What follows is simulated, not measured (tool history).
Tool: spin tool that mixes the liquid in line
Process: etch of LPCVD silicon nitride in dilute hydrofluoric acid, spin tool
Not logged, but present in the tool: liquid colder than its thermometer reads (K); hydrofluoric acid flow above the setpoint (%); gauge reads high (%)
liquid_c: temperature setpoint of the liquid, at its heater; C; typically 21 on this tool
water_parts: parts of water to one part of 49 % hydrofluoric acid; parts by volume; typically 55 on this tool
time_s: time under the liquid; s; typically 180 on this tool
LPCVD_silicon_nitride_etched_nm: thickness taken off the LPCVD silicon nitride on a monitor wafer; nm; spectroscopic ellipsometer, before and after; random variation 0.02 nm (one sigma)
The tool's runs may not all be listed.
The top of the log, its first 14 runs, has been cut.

run   hour  liquid_c  water_parts  time_s  wafers since the last listed run  hours since the thermometer was replaced  hours since the hydrofluoric acid flow meter was replaced  hours since the gauge calibration  read-back film thickness of the LPCVD silicon nitride reference wafer, read on the same gauge (nm)  LPCVD_silicon_nitride_etched_nm
 15  189.2        21           55     180                                59                                     122.1                                                       56.2                              559.4                                                                                                  50                            1.132
       197  -- gauge calibrated
 16  200.3        23           35     100                                81                                     133.2                                                       67.3                                3.3                                                                                              50.001                            1.166
 17  207.8        21           55     180                                55                                     140.7                                                       74.8                               10.8                                                                                              50.017                            1.141
 18  219.1        21           30     225                                83                                       152                                                       86.1                               22.1                                                                                              49.997                            2.588
 19  233.4        21           55     125                               105                                     166.3                                                      100.4                               36.4                                                                                                  50                            0.779
 20  250.6        21           80     290                               126                                     183.5                                                      117.6                               53.6                                                                                              49.986                            1.302
 21  263.9      23.5           75     255                                98                                     196.8                                                      130.9                               66.9                                                                                              50.002                            1.444
 22  273.2        21           55     180                                68                                     206.1                                                      140.2                               76.2                                                                                              50.004                            1.129

Run 23 comes next. What will it give?
 23  281.2      24.5           25     255                                59                                     214.1                                                      148.2                               84.2                                                                                                   ?                                ?

{"run 23": {"read-back film thickness of the LPCVD silicon nitride reference wafer, read on the same gauge (nm)": 50.005, "LPCVD_silicon_nitride_etched_nm": 4.423}}
Take away the tool's hidden state, keep the run-to-run variation as it was, and the same run would have given LPCVD_silicon_nitride_etched_nm 4.71 nm.
